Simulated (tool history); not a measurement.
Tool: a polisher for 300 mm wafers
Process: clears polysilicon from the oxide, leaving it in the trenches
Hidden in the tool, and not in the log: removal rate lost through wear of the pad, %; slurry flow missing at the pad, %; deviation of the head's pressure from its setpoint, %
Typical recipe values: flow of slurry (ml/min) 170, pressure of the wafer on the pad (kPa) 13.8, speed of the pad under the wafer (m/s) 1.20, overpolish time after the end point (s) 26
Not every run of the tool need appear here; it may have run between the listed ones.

run	hour	flow of slurry (ml/min)	pressure of the wafer on the pad (kPa)	speed of the pad under the wafer (m/s)	overpolish time after the end point (s)	wafers since the last listed run	wafers polished on this pad	hours since the slurry nozzle was cleaned	hours since the head pressure was calibrated	incoming thickness of the incoming film, nm	time until the end point was called (s)
1	0.0	170	15.2	1.20	20	0	562	657.6	816.3	633.2	63.6
2	10.6	170	15.9	1.20	16	64	627	668.2	826.9	629.5	59.6
3	28.0	170	15.9	1.20	16	106	733	685.6	844.3	633.5	60.9
4	42.3	170	15.9	1.20	16	87	820	699.9	858.6	631.8	60.5
# hour 53.3: worn pad replaced by a new one
5	55.6	170	13.8	1.20	26	56	14	713.2	871.9	635.0	68.4
# hour 65.9: slurry nozzle cleaned
6	66.8	170	13.8	1.20	26	62	76	0.9	883.1	640.1	59.9
7	72.8	170	13.8	1.20	26	36	113	6.9	889.1	627.5	56.3
8	81.6	170	13.8	1.20	26	53	166	15.7	897.9	629.7	58.8
9	93.6	170	13.8	1.20	26	73	240	27.7	909.9	637.7	58.6
# hour 101.9: head pressure recalibrated
10	106.3	200	13.8	0.96	26	65	305	40.4	4.4	624.8	72.9
11	120.4	170	16.5	0.88	26	86	391	54.5	18.5	622.9	67.0
12	128.2	170	13.8	1.20	26	47	439	62.3	26.3	640.4	63.1
13	135.5	170	13.8	1.40	26	44	483	69.6	33.6	616.8	52.0
14	153.5	205	13.8	0.94	18	109	593	87.6	51.6	631.9	78.3
# hour 184.8: worn pad replaced by a new one
15	200.9	115	13.8	0.80	19	265	98	135.0	99.0	639.7	98.9
16	208.4	195	13.8	1.20	26	45	144	142.5	106.5	641.6	60.4
17	224.6	170	13.8	1.42	26	98	243	158.7	122.7	625.8	49.8
18	236.5	170	13.8	1.40	26	72	315	170.6	134.6	624.3	51.5
19	244.3	200	13.8	0.96	26	47	363	178.4	142.4	631.6	73.7
20	252.6	185	15.9	1.00	26	50	414	186.7	150.7	630.6	62.4
21	263.3	200	13.8	1.20	26	65	479	197.4	161.4	641.4	61.1
22	279.4	150	11.7	1.48	39	98	577	213.5	177.5	623.7	61.9
23	292.1	170	13.8	1.20	14	77	655	226.2	190.2	629.9	63.7
24	303.9	145	9.7	0.88	19	72	727	238.0	202.0	635.3	134.3
25	311.4	170	13.8	1.20	26	45	773	245.5	209.5	625.4	63.3
# hour 317.5: worn pad replaced by a new one
26	324.5	170	13.8	1.20	26	55	42	258.6	222.6	636.9	63.9
27	338.5	170	13.8	1.08	33	85	128	272.6	236.6	633.1	68.6
28	348.9	170	13.8	1.20	26	63	191	283.0	247.0	630.8	62.2
29	362.2	195	15.9	1.60	21	81	272	296.3	260.3	625.0	40.1
30	378.0	170	17.9	1.58	30	96	369	312.1	276.1	624.8	36.9
31	390.9	170	13.8	1.32	34	78	448	325.0	289.0	622.4	57.6
32	406.7	230	16.5	1.20	26	96	544	340.8	304.8	625.9	48.8
33	422.1	170	13.8	1.20	35	94	638	356.2	320.2	627.3	67.2
34	431.0	200	13.8	0.96	26	54	693	365.1	329.1	631.4	80.4

Some steps in time until the end point was called (s) between neighbouring runs. How much of each would the tool show without its hidden state too (settings, what came in, random variation), and how much is left for the hidden state, with any gauge scatter that isn't in both results?
Run 5 -> 6: slurry nozzle cleaned. time until the end point was called (s) -8.5: hidden state -8.2, all else -0.3.
Run 15 -> 16: flow of slurry (ml/min) 115 -> 195, speed of the pad under the wafer (m/s) 0.80 -> 1.20, overpolish time after the end point (s) 19 -> 26. time until the end point was called (s) -38.5: hidden state -3.9, all else -34.6.
Run 23 -> 24: flow of slurry (ml/min) 170 -> 145, pressure of the wafer on the pad (kPa) 13.8 -> 9.7, speed of the pad under the wafer (m/s) 1.20 -> 0.88, overpolish time after the end point (s) 14 -> 19. time until the end point was called (s) +70.6: hidden state +11.3, all else +59.3.
Run 24 -> 25: flow of slurry (ml/min) 145 -> 170, pressure of the wafer on the pad (kPa) 9.7 -> 13.8, speed of the pad under the wafer (m/s) 0.88 -> 1.20, overpolish time after the end point (s) 19 -> 26. time until the end point was called (s) -71.0: hidden state -10.5, all else -60.5.
